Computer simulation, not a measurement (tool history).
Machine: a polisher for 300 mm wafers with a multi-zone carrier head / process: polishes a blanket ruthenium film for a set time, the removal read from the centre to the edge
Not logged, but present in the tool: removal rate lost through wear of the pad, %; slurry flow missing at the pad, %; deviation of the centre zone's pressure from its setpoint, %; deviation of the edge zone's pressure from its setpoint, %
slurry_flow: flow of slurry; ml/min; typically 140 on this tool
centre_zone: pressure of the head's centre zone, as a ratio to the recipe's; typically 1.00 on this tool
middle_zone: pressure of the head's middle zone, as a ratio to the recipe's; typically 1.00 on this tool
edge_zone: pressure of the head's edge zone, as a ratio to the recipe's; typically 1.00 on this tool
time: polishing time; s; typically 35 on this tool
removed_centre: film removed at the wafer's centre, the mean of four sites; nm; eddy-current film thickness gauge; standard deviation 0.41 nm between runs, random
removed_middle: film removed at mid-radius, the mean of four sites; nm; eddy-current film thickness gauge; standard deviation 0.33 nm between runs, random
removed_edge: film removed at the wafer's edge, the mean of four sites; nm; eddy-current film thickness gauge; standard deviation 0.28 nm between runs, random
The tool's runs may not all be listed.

run	hour	slurry_flow	centre_zone	middle_zone	edge_zone	time	wafers since the last listed run	wafers polished on this pad	hours since the slurry nozzle was cleaned	hours since the centre zone pressure was calibrated	hours since the edge zone pressure was calibrated	hours since the carrier head's membrane was replaced	incoming thickness of the incoming film, nm	removed_centre	removed_middle	removed_edge
1	0.0	140	1.00	1.03	1.00	39	0	512	105.3	710.2	284.7	511.5	562.4	41.7	42.2	39.6
# hour 49.7: carrier head's membrane replaced by a new one
2	71.8	140	1.00	1.03	1.00	39	753	1265	177.1	782.0	356.5	22.1	568.9	42.4	42.1	39.2
# hour 103.4: slurry nozzle cleaned
# hour 143.7: worn pad replaced by a new one
3	175.9	140	1.00	1.03	1.00	39	1117	363	72.5	886.1	460.6	126.2	568.6	42.4	42.3	40.4
4	237.8	140	1.00	1.00	1.00	35	697	1061	134.4	948.0	522.5	188.1	565.2	39.2	37.4	36.2
# hour 253.0: edge zone pressure recalibrated
5	315.5	140	1.00	1.00	1.00	35	853	1914	212.1	1025.7	62.5	265.8	569.4	38.8	36.8	36.2
# hour 330.3: slurry nozzle cleaned
# hour 360.2: worn pad replaced by a new one, of another model than before
6	383.5	140	1.00	1.00	1.00	35	710	262	53.2	1093.7	130.5	333.8	567.4	40.2	37.2	35.8
# hour 399.8: centre zone pressure recalibrated
7	430.1	140	1.00	1.00	1.00	35	502	765	99.8	30.3	177.1	380.4	572.4	36.1	37.2	36.2
8	521.4	140	1.00	1.00	1.00	35	1029	1794	191.1	121.6	268.4	471.7	572.8	36.0	36.9	36.6
# hour 544.9: worn pad replaced by a new one
# hour 560.3: slurry nozzle cleaned
# hour 580.3: carrier head's membrane replaced by a new one
9	593.3	140	1.00	1.08	0.95	35	697	477	33.0	193.5	340.3	13.0	579.1	36.1	39.1	35.2
10	679.7	140	1.00	0.91	1.00	35	974	1451	119.4	279.9	426.7	99.4	564.9	36.9	33.7	36.1
# hour 733.3: edge zone pressure recalibrated
# hour 755.3: worn pad replaced by a new one
11	755.8	185	1.00	1.00	0.88	35	790	5	195.5	356.0	22.5	175.5	568.0	37.3	38.3	34.8
# hour 805.8: slurry nozzle cleaned
12	814.9	140	0.93	1.05	1.00	39	654	660	9.1	415.1	81.6	234.6	569.1	37.8	42.7	40.4

Run 13 has not been measured yet. What should we expect?
13	876.1	140	0.89	1.00	1.00	35	689	1350	70.3	476.3	142.8	295.8	565.5	?	?	?

removed_centre: 32.8 nm
removed_middle: 36.9 nm
removed_edge: 35.9 nm
Without the tool's hidden state the same run would have given removed_centre 31.6 nm, removed_middle 36.9 nm, removed_edge 35.9 nm.

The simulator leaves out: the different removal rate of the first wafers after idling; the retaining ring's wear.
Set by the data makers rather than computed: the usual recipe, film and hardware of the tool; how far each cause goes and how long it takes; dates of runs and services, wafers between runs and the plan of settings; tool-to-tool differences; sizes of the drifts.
